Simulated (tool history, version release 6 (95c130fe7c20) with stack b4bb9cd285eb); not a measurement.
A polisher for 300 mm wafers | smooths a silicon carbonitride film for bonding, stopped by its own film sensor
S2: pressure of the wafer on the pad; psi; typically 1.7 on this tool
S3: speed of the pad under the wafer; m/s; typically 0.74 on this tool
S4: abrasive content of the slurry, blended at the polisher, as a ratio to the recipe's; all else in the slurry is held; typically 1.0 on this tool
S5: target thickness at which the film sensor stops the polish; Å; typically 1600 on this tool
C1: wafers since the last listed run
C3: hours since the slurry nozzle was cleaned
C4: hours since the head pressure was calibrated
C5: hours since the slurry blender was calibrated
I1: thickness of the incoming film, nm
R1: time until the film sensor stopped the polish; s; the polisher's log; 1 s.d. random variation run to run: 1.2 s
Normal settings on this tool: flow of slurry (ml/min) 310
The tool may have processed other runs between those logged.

run 1 day=0.000 | flow_of_slurry_(ml/min)=310 S2=1.7 S3=0.74 S4=1.0 S5=1600 | C1=0 wafers_polished_on_this_pad=598 C3=78.7 C4=1458.3 C5=278.8 | I1=179.7 | R1=113.7
-- day=0.792 head pressure recalibrated
run 2 day=2.546 | flow_of_slurry_(ml/min)=310 S2=1.7 S3=0.74 S4=1.0 S5=1600 | C1=480 wafers_polished_on_this_pad=1078 C3=139.8 C4=42.1 C5=339.9 | I1=179.7 | R1=123.1
-- day=2.771 slurry blender recalibrated
run 3 day=5.375 | flow_of_slurry_(ml/min)=310 S2=1.7 S3=0.74 S4=1.0 S5=1600 | C1=535 wafers_polished_on_this_pad=1613 C3=207.7 C4=110.0 C5=62.5 | I1=177.9 | R1=109.6
run 4 day=9.604 | flow_of_slurry_(ml/min)=285 S2=1.7 S3=0.74 S4=0.8 S5=1600 | C1=824 wafers_polished_on_this_pad=2438 C3=309.2 C4=211.5 C5=164.0 | I1=180.7 | R1=146.9
-- day=10.550 worn pad replaced by a new one
-- day=16.338 slurry blender recalibrated
run 5 day=17.304 | flow_of_slurry_(ml/min)=285 S2=1.7 S3=0.74 S4=0.8 S5=1600 | C1=1452 wafers_polished_on_this_pad=1301 C3=494.0 C4=396.3 C5=23.2 | I1=177.6 | R1=121.0
run 6 day=21.162 | flow_of_slurry_(ml/min)=310 S2=1.7 S3=0.74 S4=1.0 S5=1600 | C1=752 wafers_polished_on_this_pad=2053 C3=586.6 C4=488.9 C5=115.8 | I1=182.1 | R1=130.9
-- day=23.954 worn pad replaced by a new one
run 7 day=24.425 | flow_of_slurry_(ml/min)=310 S2=1.7 S3=0.74 S4=1.0 S5=1600 | C1=603 wafers_polished_on_this_pad=91 C3=664.9 C4=567.2 C5=194.1 | I1=178.2 | R1=108.3
run 8 day=28.888 | flow_of_slurry_(ml/min)=310 S2=1.7 S3=0.74 S4=1.0 S5=1600 | C1=870 wafers_polished_on_this_pad=961 C3=772.0 C4=674.3 C5=301.2 | I1=177.6 | R1=104.2
-- day=30.383 slurry blender recalibrated
run 9 day=31.529 | flow_of_slurry_(ml/min)=310 S2=1.7 S3=0.74 S4=1.0 S5=1600 | C1=498 wafers_polished_on_this_pad=1460 C3=835.4 C4=737.7 C5=27.5 | I1=176.8 | R1=99.0
-- day=32.404 slurry nozzle cleaned
run 10 day=33.662 | flow_of_slurry_(ml/min)=310 S2=1.7 S3=0.74 S4=1.2 S5=1600 | C1=407 wafers_polished_on_this_pad=1868 C3=30.2 C4=788.9 C5=78.7 | I1=180.5 | R1=110.0
run 11 day=37.375 | flow_of_slurry_(ml/min)=310 S2=1.9 S3=0.74 S4=1.0 S5=1600 | C1=724 wafers_polished_on_this_pad=2592 C3=119.3 C4=878.0 C5=167.8 | I1=179.8 | R1=105.3
-- day=37.592 worn pad replaced by a new one
run 12 day=41.300 | flow_of_slurry_(ml/min)=310 S2=1.7 S3=0.74 S4=1.0 S5=1600 | C1=732 wafers_polished_on_this_pad=723 C3=213.5 C4=972.2 C5=262.0 | I1=182.0 | R1=127.8
-- day=44.117 slurry blender recalibrated
run 13 day=44.717 | flow_of_slurry_(ml/min)=310 S2=1.7 S3=1.00 S4=1.0 S5=1600 | C1=650 wafers_polished_on_this_pad=1373 C3=295.5 C4=1054.2 C5=14.4 | I1=181.9 | R1=100.4
run 14 day=49.138 | flow_of_slurry_(ml/min)=310 S2=1.7 S3=0.54 S4=1.0 S5=1600 | C1=862 wafers_polished_on_this_pad=2235 C3=401.6 C4=1160.3 C5=120.5 | I1=178.3 | R1=135.2

Forecast run 15:
-- day=49.225 head pressure recalibrated
run 15 day=51.425 | flow_of_slurry_(ml/min)=310 S2=1.7 S3=0.74 S4=0.7 S5=1600 | C1=429 wafers_polished_on_this_pad=2665 C3=456.5 C4=52.8 C5=175.4 | I1=179.8 | R1=?

R1: 155.5 s
Take away the tool's hidden state, keep the run-to-run variation as it was, and the same run would have given R1 156.4 s.
